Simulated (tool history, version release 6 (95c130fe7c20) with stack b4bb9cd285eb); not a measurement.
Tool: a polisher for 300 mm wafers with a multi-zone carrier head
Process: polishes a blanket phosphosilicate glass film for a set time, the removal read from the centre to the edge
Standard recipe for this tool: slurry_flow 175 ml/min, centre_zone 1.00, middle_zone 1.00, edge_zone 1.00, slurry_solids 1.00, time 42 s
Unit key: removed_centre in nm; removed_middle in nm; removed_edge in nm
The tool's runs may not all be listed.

run     day  slurry_flow  centre_zone  middle_zone  edge_zone  slurry_solids  time  incoming thickness of the incoming film, nm  removed_centre  removed_middle  removed_edge
  1   0.000          175         1.00         1.00       1.04           1.00    42                                       2514.6           300.4           339.2         335.0
  2   1.858          175         1.00         1.00       1.04           1.00    42                                       2542.7           301.1           335.9         343.0
      5.138  -- slurry nozzle cleaned
      5.354  -- worn pad replaced by a new one
      8.167  -- centre zone pressure recalibrated
  3  13.450          175         1.00         1.00       1.04           1.00    42                                       2573.1           316.9           332.5         348.8
  4  16.525          175         1.00         0.92       1.00           1.00    42                                       2581.8           305.5           313.5         337.9
  5  19.642          175         1.00         0.92       1.00           1.00    42                                       2618.0           304.3           318.8         334.9
     20.346  -- carrier head's membrane replaced by a new one
  6  21.988          175         1.00         1.00       1.04           1.15    42                                       2541.2           315.1           355.1         357.6
     23.675  -- worn pad replaced by a new one
     24.138  -- slurry nozzle cleaned
     24.579  -- edge zone pressure recalibrated
  7  25.379          175         1.00         1.00       1.04           1.15    42                                       2517.6           314.1           357.5         365.8
  8  27.629          215         1.00         0.93       1.00           1.00    42                                       2561.6           308.9           326.3         342.0
     28.483  -- centre zone pressure recalibrated
  9  31.746          150         1.00         0.89       1.00           1.00    42                                       2609.7           302.0           295.9         329.6
 10  36.192          210         1.00         1.00       0.89           0.85    51                                       2579.4           349.6           385.8         371.5
 11  38.921          175         1.00         1.00       0.93           0.90    42                                       2586.9           281.3           318.7         319.7
     39.592  -- slurry nozzle cleaned
 12  40.817          175         1.00         1.00       0.95           1.00    42                                       2581.0           292.2           334.5         321.3
     43.296  -- worn pad replaced by a new one
 13  44.396          175         1.00         1.00       1.00           1.00    42                                       2574.1           287.2           333.5         337.4
     45.100  -- carrier head's membrane replaced by a new one, of another model than before
     46.183  -- centre zone pressure recalibrated
 14  47.142          175         1.00         1.10       1.00           1.00    42                                       2545.1           320.7           357.3         339.7
 15  50.296          175         1.00         1.00       1.00           1.00    51                                       2599.1           363.0           404.9         408.7
 16  52.246          175         1.00         1.00       0.96           1.00    30                                       2550.2           203.7           242.0         233.2
     56.454  -- slurry nozzle cleaned
 17  56.658          120         1.00         1.00       1.00           0.80    42                                       2581.1           239.3           283.3         299.3
 18  60.700          175         1.00         1.00       1.00           1.00    42                                       2562.1           273.2           334.4         331.3
 19  62.717          195         1.00         1.11       1.00           1.00    42                                       2554.9           277.3           360.8         332.1
     63.467  -- worn pad replaced by a new one
     64.508  -- centre zone pressure recalibrated
 20  66.433          175         1.00         1.00       1.00           1.00    42                                       2570.9           305.4           337.1         336.9
 21  69.621          175         1.00         1.05       1.00           1.00    34                                       2534.2           230.7           282.2         280.0
     70.854  -- carrier head's membrane replaced by a new one
 22  71.596          175         1.11         1.00       1.00           1.25    42                                       2566.8           364.7           365.8         375.5

Some steps in removed_centre between neighbouring runs. How much of each would the tool show without its hidden state too (settings, what came in, random variation), and how much is left for the hidden state, with any gauge scatter that isn't in both results?
Hidden conditions of the tool in this case: removal rate lost through wear of the pad, %; slurry flow missing at the pad, %; deviation of the centre zone's pressure from its setpoint, %; deviation of the edge zone's pressure from its setpoint, %.
Run 15 -> 16: edge_zone 1.00 -> 0.96, time 51 -> 30. removed_centre -159.3 nm: hidden state +9.2, all else -168.5.
Run 19 -> 20: slurry_flow 195 -> 175, middle_zone 1.11 -> 1.00, worn pad replaced by a new one, centre zone pressure recalibrated. removed_centre +28.1 nm: hidden state +30.8, all else -2.7.
Run 21 -> 22: centre_zone 1.00 -> 1.11, middle_zone 1.05 -> 1.00, slurry_solids 1.00 -> 1.25, time 34 -> 42, carrier head's membrane replaced by a new one. removed_centre +134.0 nm: hidden state -30.3, all else +164.3.
